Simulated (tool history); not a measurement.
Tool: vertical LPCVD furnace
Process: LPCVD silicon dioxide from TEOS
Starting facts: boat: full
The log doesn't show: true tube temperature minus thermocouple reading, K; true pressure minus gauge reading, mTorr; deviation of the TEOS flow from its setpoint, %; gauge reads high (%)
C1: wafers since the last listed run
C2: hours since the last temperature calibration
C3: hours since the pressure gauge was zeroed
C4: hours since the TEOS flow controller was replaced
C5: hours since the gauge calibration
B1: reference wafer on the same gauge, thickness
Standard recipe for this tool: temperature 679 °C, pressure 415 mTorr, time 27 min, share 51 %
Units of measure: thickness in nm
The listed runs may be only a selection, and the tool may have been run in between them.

run 1 hour=0 | temperature=679 pressure=415 time=27 share=48 | C1=0 C2=2586.8 C3=3406.4 C4=3403.5 C5=267.2 | B1=143.07 | thickness=125.4
run 2 hour=55.5 | temperature=679 pressure=415 time=27 share=48 | C1=685 C2=2642.3 C3=3461.9 C4=3459 C5=322.7 | B1=142.91 | thickness=125.5
run 3 hour=111.7 | temperature=682 pressure=375 time=27 share=51 | C1=694 C2=2698.5 C3=3518.1 C4=3515.2 C5=378.9 | B1=143 | thickness=133.05
run 4 hour=173.6 | temperature=682 pressure=375 time=27 share=51 | C1=764 C2=2760.4 C3=3580 C4=3577.1 C5=440.8 | B1=143.01 | thickness=132.94
run 5 hour=245.5 | temperature=679 pressure=415 time=27 share=51 | C1=888 C2=2832.3 C3=3651.9 C4=3649 C5=512.7 | B1=143.01 | thickness=130.18
run 6 hour=270.6 | temperature=679 pressure=415 time=27 share=51 | C1=310 C2=2857.4 C3=3677 C4=3674.1 C5=537.8 | B1=143.03 | thickness=130.47
run 7 hour=296.4 | temperature=679 pressure=415 time=27 share=51 | C1=318 C2=2883.2 C3=3702.8 C4=3699.9 C5=563.6 | B1=142.96 | thickness=129.72
run 8 hour=334.1 | temperature=679 pressure=415 time=27 share=51 | C1=465 C2=2920.9 C3=3740.5 C4=3737.6 C5=601.3 | B1=142.99 | thickness=130.27
run 9 hour=386.1 | temperature=679 pressure=415 time=27 share=51 | C1=642 C2=2972.9 C3=3792.5 C4=3789.6 C5=653.3 | B1=143.01 | thickness=129.99
-- hour=475.2 pressure gauge zeroed
run 10 hour=475.7 | temperature=679 pressure=415 time=27 share=51 | C1=810 C2=3062.5 C3=0.5 C4=3879.2 C5=742.9 | B1=143.07 | thickness=126.92
-- hour=510.4 gauge calibrated
run 11 hour=513.5 | temperature=679 pressure=415 time=27 share=51 | C1=466 C2=3100.3 C3=38.3 C4=3917 C5=3.1 | B1=142.87 | thickness=127.58
run 12 hour=545.2 | temperature=679 pressure=415 time=27 share=51 | C1=391 C2=3132 C3=70 C4=3948.7 C5=34.8 | B1=143.08 | thickness=127.69
-- hour=596.1 TEOS flow controller replaced
run 13 hour=596.6 | temperature=679 pressure=415 time=19.5 share=51 | C1=338 C2=3183.4 C3=121.4 C4=0.5 C5=86.2 | B1=142.92 | thickness=92.54
run 14 hour=634.2 | temperature=679 pressure=415 time=19.5 share=51 | C1=464 C2=3221 C3=159 C4=38.1 C5=123.8 | B1=143.01 | thickness=92.09
run 15 hour=691.2 | temperature=679 pressure=415 time=27 share=51 | C1=704 C2=3278 C3=216 C4=95.1 C5=180.8 | B1=142.97 | thickness=128.23
-- hour=724.7 thermocouples replaced and temperature profile calibrated
run 16 hour=747.8 | temperature=684 pressure=415 time=27 share=51 | C1=402 C2=23.1 C3=272.6 C4=151.7 C5=237.4 | B1=143.03 | thickness=138.53
run 17 hour=783.3 | temperature=671 pressure=415 time=32.5 share=60 | C1=438 C2=58.6 C3=308.1 C4=187.2 C5=272.9 | B1=143.03 | thickness=131.65
run 18 hour=810.5 | temperature=679 pressure=415 time=27 share=51 | C1=336 C2=85.8 C3=335.3 C4=214.4 C5=300.1 | B1=142.95 | thickness=123.26
run 19 hour=879.1 | temperature=673 pressure=415 time=27 share=56 | C1=847 C2=154.4 C3=403.9 C4=283 C5=368.7 | B1=142.99 | thickness=111.68

What will run 20 give?
run 20 hour=908.7 | temperature=670 pressure=325 time=27 share=51 | C1=365 C2=184 C3=433.5 C4=312.6 C5=398.3 | B1=? | thickness=?

{"run 20": {"B1": 143.15, "thickness": 87.91}}
If the tool had no hidden condition, the same run with the same run-to-run variation would have returned thickness 86.2 nm.
